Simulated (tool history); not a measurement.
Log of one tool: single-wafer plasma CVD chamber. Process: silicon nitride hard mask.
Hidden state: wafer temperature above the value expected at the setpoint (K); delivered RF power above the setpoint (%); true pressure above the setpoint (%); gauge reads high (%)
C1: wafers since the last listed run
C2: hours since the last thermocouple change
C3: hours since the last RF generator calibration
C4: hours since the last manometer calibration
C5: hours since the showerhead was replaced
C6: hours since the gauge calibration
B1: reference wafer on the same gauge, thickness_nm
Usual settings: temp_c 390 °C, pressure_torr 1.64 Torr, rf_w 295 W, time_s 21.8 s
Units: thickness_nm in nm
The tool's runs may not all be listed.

run 1 hour=0 | temp_c=390 pressure_torr=1.64 rf_w=295 time_s=21.8 | C1=0 C2=1634.8 C3=658.2 C4=1780.4 C5=4385.3 C6=104.5 | B1=25.692 | thickness_nm=21.632
run 2 hour=9.7 | temp_c=378 pressure_torr=1.64 rf_w=330 time_s=21.8 | C1=143 C2=1644.5 C3=667.9 C4=1790.1 C5=4395 C6=114.2 | B1=25.691 | thickness_nm=24.147
run 3 hour=16 | temp_c=378 pressure_torr=1.64 rf_w=330 time_s=21.8 | C1=93 C2=1650.8 C3=674.2 C4=1796.4 C5=4401.3 C6=120.5 | B1=25.684 | thickness_nm=24.089
run 4 hour=22.2 | temp_c=390 pressure_torr=1.54 rf_w=295 time_s=25 | C1=91 C2=1657 C3=680.4 C4=1802.6 C5=4407.5 C6=126.7 | B1=25.709 | thickness_nm=24.566
run 5 hour=60.5 | temp_c=390 pressure_torr=1.54 rf_w=295 time_s=25 | C1=567 C2=1695.3 C3=718.7 C4=1840.9 C5=4445.8 C6=165 | B1=25.651 | thickness_nm=24.127
run 6 hour=67.6 | temp_c=390 pressure_torr=1.54 rf_w=295 time_s=25 | C1=105 C2=1702.4 C3=725.8 C4=1848 C5=4452.9 C6=172.1 | B1=25.692 | thickness_nm=24.398
run 7 hour=77.4 | temp_c=394 pressure_torr=1.64 rf_w=315 time_s=21.8 | C1=145 C2=1712.2 C3=735.6 C4=1857.8 C5=4462.7 C6=181.9 | B1=25.721 | thickness_nm=23.071
run 8 hour=88.2 | temp_c=394 pressure_torr=1.64 rf_w=315 time_s=21.8 | C1=160 C2=1723 C3=746.4 C4=1868.6 C5=4473.5 C6=192.7 | B1=25.675 | thickness_nm=22.784
-- hour=97.9 showerhead replaced, of another model than before
-- hour=101.6 RF generator calibrated
run 9 hour=102.1 | temp_c=394 pressure_torr=1.64 rf_w=315 time_s=21.8 | C1=33 C2=1736.9 C3=0.5 C4=1882.5 C5=4.2 C6=206.6 | B1=25.706 | thickness_nm=24.175
run 10 hour=109.8 | temp_c=390 pressure_torr=1.64 rf_w=295 time_s=21.8 | C1=114 C2=1744.6 C3=8.2 C4=1890.2 C5=11.9 C6=214.3 | B1=25.741 | thickness_nm=23.548
run 11 hour=117.3 | temp_c=390 pressure_torr=1.64 rf_w=295 time_s=21.8 | C1=111 C2=1752.1 C3=15.7 C4=1897.7 C5=19.4 C6=221.8 | B1=25.692 | thickness_nm=23.372
-- hour=128.3 capacitance manometer re-zeroed and calibrated
run 12 hour=134.1 | temp_c=390 pressure_torr=1.64 rf_w=295 time_s=21.8 | C1=130 C2=1768.9 C3=32.5 C4=5.8 C5=36.2 C6=238.6 | B1=25.726 | thickness_nm=23.365
run 13 hour=142.3 | temp_c=386 pressure_torr=1.64 rf_w=245 time_s=23.6 | C1=121 C2=1777.1 C3=40.7 C4=14 C5=44.4 C6=246.8 | B1=25.737 | thickness_nm=22.841
run 14 hour=158.6 | temp_c=390 pressure_torr=1.64 rf_w=310 time_s=19.2 | C1=241 C2=1793.4 C3=57 C4=30.3 C5=60.7 C6=263.1 | B1=25.668 | thickness_nm=20.964
-- hour=184.6 gauge calibrated
run 15 hour=193 | temp_c=390 pressure_torr=1.64 rf_w=295 time_s=21.8 | C1=509 C2=1827.8 C3=91.4 C4=64.7 C5=95.1 C6=8.4 | B1=25.709 | thickness_nm=23.111
run 16 hour=204.6 | temp_c=390 pressure_torr=1.83 rf_w=295 time_s=18 | C1=171 C2=1839.4 C3=103 C4=76.3 C5=106.7 C6=20 | B1=25.73 | thickness_nm=19.723
run 17 hour=212 | temp_c=378 pressure_torr=1.64 rf_w=330 time_s=21.8 | C1=109 C2=1846.8 C3=110.4 C4=83.7 C5=114.1 C6=27.4 | B1=25.705 | thickness_nm=24.643
run 18 hour=218.1 | temp_c=390 pressure_torr=1.64 rf_w=260 time_s=21.8 | C1=90 C2=1852.9 C3=116.5 C4=89.8 C5=120.2 C6=33.5 | B1=25.678 | thickness_nm=21.814

Forecast run 19:
-- hour=233.3 thermocouple changed; heater temperature recalibrated
run 19 hour=233.9 | temp_c=396 pressure_torr=1.64 rf_w=280 time_s=23.8 | C1=115 C2=0.6 C3=132.3 C4=105.6 C5=136 C6=49.3 | B1=? | thickness_nm=?

{"run 19": {"B1": 25.733, "thickness_nm": 24.714}}
Without the tool's hidden state the same run would have given thickness_nm 25.196 nm.
